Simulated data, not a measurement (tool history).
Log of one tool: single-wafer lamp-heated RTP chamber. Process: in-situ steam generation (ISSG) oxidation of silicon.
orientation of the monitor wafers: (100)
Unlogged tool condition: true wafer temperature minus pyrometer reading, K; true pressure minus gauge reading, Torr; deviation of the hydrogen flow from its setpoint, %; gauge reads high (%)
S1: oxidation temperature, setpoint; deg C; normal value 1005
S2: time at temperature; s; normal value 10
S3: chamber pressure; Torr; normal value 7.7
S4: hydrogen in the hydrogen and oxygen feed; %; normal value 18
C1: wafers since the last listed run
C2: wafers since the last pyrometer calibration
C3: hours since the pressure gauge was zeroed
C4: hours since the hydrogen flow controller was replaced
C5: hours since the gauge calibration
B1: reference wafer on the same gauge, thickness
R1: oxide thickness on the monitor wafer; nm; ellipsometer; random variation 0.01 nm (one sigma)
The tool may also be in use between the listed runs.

run	hour	S1	S2	S3	S4	C1	C2	C3	C4	C5	B1	R1
1	0.0	1005	10	7.7	22	0	1310	2952.1	6790.9	172.6	3.920	4.415
2	31.0	1005	10	7.7	22	581	1892	2983.1	6821.9	203.6	3.924	4.395
3	50.4	1005	10	7.7	22	364	2256	3002.5	6841.3	223.0	3.927	4.414
4	76.5	1005	10	7.7	18	489	2746	3028.6	6867.4	249.1	3.930	4.197
# hour 85.3: pyrometer window cleaned and pyrometer calibrated
5	102.7	1005	10	7.7	18	341	325	3054.8	6893.6	275.3	3.932	4.199
6	126.4	1005	10	7.7	18	444	770	3078.5	6917.3	299.0	3.937	4.187
7	147.2	1005	10	7.7	18	390	1161	3099.3	6938.1	319.8	3.940	4.198
8	167.6	1005	10	8.6	12	382	1544	3119.7	6958.5	340.2	3.942	3.807
9	201.1	1005	10	8.6	12	628	2172	3153.2	6992.0	373.7	3.948	3.812
10	236.1	1005	10	8.6	12	656	2829	3188.2	7027.0	408.7	3.957	3.815
# hour 252.9: pyrometer window cleaned and pyrometer calibrated
11	269.2	1005	10	7.7	18	471	305	3221.3	7060.1	441.8	3.964	4.215
# hour 280.6: pressure gauge zeroed
# hour 301.7: hydrogen flow controller replaced
12	302.2	990	10	7.7	15	319	624	21.6	0.5	474.8	3.975	3.847
13	324.3	1020	10	8.6	18	414	1039	43.7	22.6	496.9	3.978	4.462
14	351.6	1005	10	7.7	18	512	1551	71.0	49.9	524.2	3.988	4.242
15	370.8	1005	10	7.7	18	360	1911	90.2	69.1	543.4	3.993	4.244
16	384.8	1005	10	8.7	11	262	2174	104.2	83.1	557.4	3.997	3.788
# hour 401.7: pyrometer window cleaned and pyrometer calibrated
17	402.2	1005	10	7.7	18	176	8	121.6	100.5	574.8	4.001	4.277
# hour 412.2: gauge calibrated
18	427.1	1005	10	7.7	12	467	476	146.5	125.4	14.9	3.926	3.790
19	450.1	1005	12	7.7	18	431	907	169.5	148.4	37.9	3.924	4.527
20	478.3	994	9	8.7	12	529	1437	197.7	176.6	66.1	3.927	3.499
21	511.5	1005	10	7.7	18	623	2060	230.9	209.8	99.3	3.928	4.164
22	538.6	1005	10	7.7	26	508	2569	258.0	236.9	126.4	3.928	4.618

Hidden state, per run?
true wafer temperature minus pyrometer reading, K: 0 in every run
true pressure minus gauge reading, Torr: 0 in every run
deviation of the hydrogen flow from its setpoint, %: 0 in every run
H1: gauge reads high (%)
run	H1
1	0.0108
2	0.0906
3	0.147
4	0.231
5	0.325
6	0.419
7	0.507
8	0.599
9	0.762
10	0.95
11	1.14
12	1.35
13	1.5
14	1.69
15	1.83
16	1.93
17	2.07
18	0.142
19	0.15
20	0.17
21	0.208
22	0.25
